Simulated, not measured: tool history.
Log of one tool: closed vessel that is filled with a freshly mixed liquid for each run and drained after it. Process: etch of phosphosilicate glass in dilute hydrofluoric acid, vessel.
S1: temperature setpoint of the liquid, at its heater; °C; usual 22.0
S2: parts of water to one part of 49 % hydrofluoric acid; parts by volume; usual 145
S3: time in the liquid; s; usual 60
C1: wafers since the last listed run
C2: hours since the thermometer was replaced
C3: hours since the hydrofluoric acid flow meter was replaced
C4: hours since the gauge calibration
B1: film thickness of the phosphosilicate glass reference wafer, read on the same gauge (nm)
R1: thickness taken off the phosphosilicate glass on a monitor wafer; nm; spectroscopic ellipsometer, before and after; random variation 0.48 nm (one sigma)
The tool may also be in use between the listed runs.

run,hour,S1,S2,S3,C1,C2,C3,C4,B1,R1
1,0.0,22.0,145,60,0,1199.3,459.2,546.7,99.98,48.79
2,25.0,22.0,145,60,2559,1224.3,484.2,571.7,99.98,49.15
3,87.6,22.0,145,60,6409,1286.9,546.8,634.3,99.96,48.75
4,150.5,22.0,145,60,6440,1349.8,609.7,697.2,100.00,48.45
5,177.8,21.0,145,60,2795,1377.1,637.0,724.5,100.01,46.98
# hour 204.8: gauge calibrated
6,263.9,21.0,145,60,8816,1463.2,723.1,59.1,100.00,46.19
7,295.8,21.0,145,60,3266,1495.1,755.0,91.0,100.01,45.89
8,328.1,22.0,145,35,3307,1527.4,787.3,123.3,99.95,28.22
9,381.7,22.0,145,60,5488,1581.0,840.9,176.9,100.04,46.45
10,415.8,22.0,145,60,3491,1615.1,875.0,211.0,100.01,47.81
11,472.0,22.0,145,60,5754,1671.3,931.2,267.2,100.01,46.75
12,542.7,22.0,145,90,7239,1742.0,1001.9,337.9,99.99,70.35
# hour 575.2: hydrofluoric acid flow meter replaced
13,606.6,19.5,115,60,6440,1805.9,31.4,401.8,99.99,59.72
# hour 627.6: thermometer replaced
14,642.0,22.0,110,30,3522,14.4,66.8,437.2,100.05,34.86
15,697.7,22.0,145,35,5703,70.1,122.5,492.9,99.99,29.47
16,746.3,18.5,145,60,4976,118.7,171.1,541.5,100.00,44.05
17,783.8,22.0,145,60,3839,156.2,208.6,579.0,99.99,50.49
# hour 795.2: gauge calibrated
18,833.0,18.5,145,60,5037,205.4,257.8,37.8,100.00,43.86
19,864.3,22.0,85,45,3204,236.7,289.1,69.1,99.98,68.29
20,922.4,24.0,115,85,5949,294.8,347.2,127.2,99.95,99.36
21,972.9,26.5,175,75,5170,345.3,397.7,177.7,100.00,58.51
22,1011.7,17.0,85,45,3972,384.1,436.5,216.5,100.00,55.62

Forecast each of these 3 alternatives for the next run:
A,1012.4,22.0,145,60,71,384.8,437.2,217.2,?,?
B,1012.4,25.0,145,60,71,384.8,437.2,217.2,?,?
C,1012.4,19.5,170,35,71,384.8,437.2,217.2,?,?

run,B1,R1
A,99.99,49.47
B,99.99,55.51
C,99.99,21.72
Without the tool's hidden state the same runs would have given:
run,R1
A,51.34
B,57.63
C,22.55
